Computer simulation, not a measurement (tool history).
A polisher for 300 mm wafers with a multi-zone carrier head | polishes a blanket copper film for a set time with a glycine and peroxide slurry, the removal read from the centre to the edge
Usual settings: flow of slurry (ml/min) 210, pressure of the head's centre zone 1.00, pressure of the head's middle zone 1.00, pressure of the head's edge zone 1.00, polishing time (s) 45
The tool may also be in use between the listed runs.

run   hour  flow of slurry (ml/min)  pressure of the head's centre zone  pressure of the head's middle zone  pressure of the head's edge zone  polishing time (s)  incoming thickness of the incoming film, nm  film removed at the wafer's centre (Å)  film removed at mid-radius (Å)  film removed at the wafer's edge (Å)
  1    0.0                      210                                1.00                                1.00                              1.00                  45                                       2112.4                                    2341                            2326                                  2409
       3.0  -- worn pad replaced by a new one
  2   33.8                      210                                1.00                                1.00                              1.00                  45                                       2095.7                                    2667                            2603                                  2707
  3   48.8                      210                                1.00                                1.00                              0.96                  45                                       2088.9                                    2531                            2626                                  2565
  4   75.2                      210                                1.00                                1.00                              1.00                  45                                       2122.0                                    2465                            2559                                  2587
  5  110.0                      210                                1.00                                1.00                              1.00                  45                                       2110.2                                    2453                            2448                                  2508
     145.6  -- worn pad replaced by a new one
  6  146.1                      210                                1.00                                1.00                              1.00                  45                                       2097.0                                    2680                            2611                                  2753
  7  162.5                      210                                1.00                                1.00                              1.00                  45                                       2082.8                                    2587                            2589                                  2680
  8  177.7                      210                                1.00                                1.00                              1.00                  45                                       2119.2                                    2525                            2587                                  2658
  9  205.1                      210                                1.00                                1.00                              1.00                  45                                       2103.0                                    2513                            2506                                  2579
     212.0  -- carrier head's membrane replaced by a new one
 10  226.6                      210                                1.00                                1.00                              1.00                  45                                       2095.2                                    2496                            2415                                  2526
     233.2  -- slurry nozzle cleaned
 11  239.0                      210                                1.00                                1.00                              1.00                  45                                       2112.2                                    2511                            2477                                  2556
     302.1  -- worn pad replaced by a new one
 12  339.4                      210                                1.08                                0.89                              1.00                  45                                       2108.7                                    2818                            2359                                  2722
 13  372.1                      210                                1.00                                1.00                              1.12                  45                                       2102.7                                    2582                            2542                                  2799
 14  396.9                      275                                0.90                                1.10                              1.00                  45                                       2099.1                                    2359                            2776                                  2628
     404.4  -- centre zone pressure recalibrated
     424.0  -- edge zone pressure recalibrated
 15  429.9                      140                                1.04                                1.08                              1.00                  45                                       2095.5                                    2396                            2457                                  2376
     435.6  -- worn pad replaced by a new one
 16  442.2                      140                                1.04                                1.08                              1.00                  45                                       2108.6                                    2644                            2678                                  2627
 17  502.3                      210                                1.00                                1.08                              1.00                  45                                       2099.2                                    2528                            2703                                  2598
 18  523.9                      210                                1.00                                1.00                              0.95                  33                                       2148.4                                    1794                            1813                                  1828
     582.5  -- worn pad replaced by a new one
 19  591.5                      210                                0.91                                1.00                              1.06                  39                                       2111.0                                    2111                            2295                                  2407
 20  607.5                      230                                0.94                                0.95                              1.00                  35                                       2132.3                                    1926                            1959                                  2108

Forecast each of these 5 alternatives for the next run:
  A  607.9                      210                                1.00                                1.00                              1.00                  45                                       2098.5                                       ?                               ?                                     ?
  B  607.9                      250                                0.89                                1.00                              1.07                  60                                       2098.5                                       ?                               ?                                     ?
  C  607.9                      235                                1.00                                1.00                              1.00                  45                                       2098.5                                       ?                               ?                                     ?
  D  607.9                      175                                1.00                                1.03                              0.89                  45                                       2098.5                                       ?                               ?                                     ?
  E  607.9                      165                                1.00                                1.00                              1.00                  45                                       2098.5                                       ?                               ?                                     ?

run  film removed at the wafer's centre (Å)  film removed at mid-radius (Å)  film removed at the wafer's edge (Å)
  A                                    2612                            2562                                  2623
  B                                    3200                            3518                                  3693
  C                                    2669                            2612                                  2660
  D                                    2509                            2531                                  2420
  E                                    2472                            2441                                  2534
Without the tool's hidden state the same runs would have given:
run  film removed at the wafer's centre (Å)  film removed at mid-radius (Å)  film removed at the wafer's edge (Å)
  A                                    2817                            2747                                  2778
  B                                    3422                            3745                                  3892
  C                                    2863                            2787                                  2808
  D                                    2735                            2738                                  2577
  E                                    2704                            2649                                  2704
